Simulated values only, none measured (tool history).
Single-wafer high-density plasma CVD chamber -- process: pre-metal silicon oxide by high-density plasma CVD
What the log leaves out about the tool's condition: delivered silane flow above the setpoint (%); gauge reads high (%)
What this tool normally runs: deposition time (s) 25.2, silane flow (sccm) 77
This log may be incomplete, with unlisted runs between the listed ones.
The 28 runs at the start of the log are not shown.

run    hour  deposition time (s)  silane flow (sccm)  wafers since the last listed run  hours since the silane flow controller was replaced  hours since the gauge calibration  read-back reference wafer on the same gauge, thickness_nm  mean film thickness on the monitor wafer (angstrom)
 29    2291                 27.2                  63                              1804                                                529.4                                460                                                    221.073                                              1685.26
 30    2388                 25.2                  77                              1431                                                626.4                                557                                                    221.169                                              1859.08
 31  2426.9                   21                  86                               573                                                665.3                              595.9                                                    221.024                                              1701.67
 32  2494.6                 28.1                  86                               998                                                  733                              663.6                                                    220.973                                              2280.86
 33  2589.6                 27.5                  72                              1401                                                  828                              758.6                                                    220.867                                              1914.26
 34    2629                 26.8                  85                               581                                                867.4                                798                                                    221.099                                              2160.13
 35  2702.5                 25.2                  77                              1084                                                940.9                              871.5                                                     221.16                                              1852.69
 36  2749.8                 25.2                  77                               697                                                988.2                              918.8                                                    220.991                                              1856.42
 37  2844.1                 25.2                  77                              1391                                               1082.5                             1013.1                                                    220.967                                               1856.2
 38  2944.6                 27.8                  81                              1482                                                 1183                             1113.6                                                    221.073                                               2140.6

Each row is a separate what-if for the run after 38, all from the same tool condition, not one after another. Results?
  A  2945                 25.2                  77                                 5                                               1183.4                               1114                                                          ?                                                    ?
  B  2945                 22.9                  90                                 5                                               1183.4                               1114                                                          ?                                                    ?
  C  2945                 20.7                  68                                 5                                               1183.4                               1114                                                          ?                                                    ?
  D  2945                 21.6                  70                                 5                                               1183.4                               1114                                                          ?                                                    ?
  E  2945                 22.8                  90                                 5                                               1183.4                               1114                                                          ?                                                    ?

run  read-back reference wafer on the same gauge, thickness_nm  mean film thickness on the monitor wafer (angstrom)
  A                                                    221.026                                               1864.2
  B                                                    221.026                                              1940.68
  C                                                    221.026                                              1376.97
  D                                                    221.026                                              1472.63
  E                                                    221.026                                              1932.21
The same runs, with their run-to-run variation unchanged, on a tool lacking any hidden condition would have given:
run  mean film thickness on the monitor wafer (angstrom)
  A                                               1864.2
  B                                              1940.68
  C                                              1376.97
  D                                              1472.63
  E                                              1932.21
